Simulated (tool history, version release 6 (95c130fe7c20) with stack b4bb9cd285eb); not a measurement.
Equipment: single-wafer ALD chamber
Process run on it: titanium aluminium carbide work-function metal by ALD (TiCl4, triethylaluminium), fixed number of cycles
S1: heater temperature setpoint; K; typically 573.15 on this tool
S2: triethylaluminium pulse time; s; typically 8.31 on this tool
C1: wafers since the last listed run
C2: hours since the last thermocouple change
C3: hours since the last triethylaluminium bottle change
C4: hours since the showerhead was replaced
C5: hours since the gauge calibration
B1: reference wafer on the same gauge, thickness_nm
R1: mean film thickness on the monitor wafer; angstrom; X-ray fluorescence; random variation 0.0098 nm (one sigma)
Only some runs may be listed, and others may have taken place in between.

run,hour,S1,S2,C1,C2,C3,C4,C5,B1,R1
1,0,573.15,8.31,0,1356.1,1470.8,5146.1,313.9,2.579,23.68
2,21.4,573.15,8.31,185,1377.5,1492.2,5167.5,335.3,2.581,23.45
3,35.8,573.15,8.31,124,1391.9,1506.6,5181.9,349.7,2.581,23.53
4,66.7,561.15,8.31,267,1422.8,1537.5,5212.8,380.6,2.574,22.28
5,130.1,561.15,8.31,548,1486.2,1600.9,5276.2,444,2.569,22.21
6,158.5,561.15,8.31,245,1514.6,1629.3,5304.6,472.4,2.564,22.08
7,176.9,573.15,8.31,159,1533,1647.7,5323,490.8,2.566,23.59
8,202.8,573.15,8.31,224,1558.9,1673.6,5348.9,516.7,2.564,23.65
9,279.5,573.15,8.31,663,1635.6,1750.3,5425.6,593.4,2.559,23.43
# hour 291.5: triethylaluminium bottle replaced
10,303.7,573.15,8.31,140,1659.8,12.2,5449.8,617.6,2.551,23.47
# hour 323: thermocouple changed; heater temperature recalibrated
11,328.3,573.15,11.44,143,5.3,36.8,5474.4,642.2,2.548,24.1
# hour 421.2: showerhead replaced
12,425.5,588.15,8.31,771,102.5,134,4.3,739.4,2.53,25.05
13,450.5,573.15,8.31,216,127.5,159,29.3,764.4,2.524,22.95
14,480.5,578.15,7.12,259,157.5,189,59.3,794.4,2.525,23.3
15,513.5,587.15,10.16,285,190.5,222,92.3,827.4,2.523,25.23
# hour 529.7: gauge calibrated
16,538.8,580.15,5.26,218,215.8,247.3,117.6,9.1,2.588,23.2
17,571.2,560.15,11.24,280,248.2,279.7,150,41.5,2.583,22.92
18,594.5,573.15,6.01,201,271.5,303,173.3,64.8,2.585,23
19,621.7,559.15,8.31,235,298.7,330.2,200.5,92,2.587,22.08
20,726.2,573.15,8.31,904,403.2,434.7,305,196.5,2.584,23.6
21,747.8,573.15,8.31,186,424.8,456.3,326.6,218.1,2.584,23.65

Forecast each of these 4 alternatives for the next run:
A,748.2,573.15,8.31,3,425.2,456.7,327,218.5,?,?
B,748.2,578.15,6.38,3,425.2,456.7,327,218.5,?,?
C,748.2,564.15,10.46,3,425.2,456.7,327,218.5,?,?
D,748.2,588.15,11.18,3,425.2,456.7,327,218.5,?,?

run,B1,R1
A,2.58,23.8
B,2.58,23.66
C,2.58,23.24
D,2.58,26.28
The same runs, with their run-to-run variation unchanged, on a tool lacking any hidden condition would have given:
run,R1
A,23.97
B,23.83
C,23.41
D,26.46
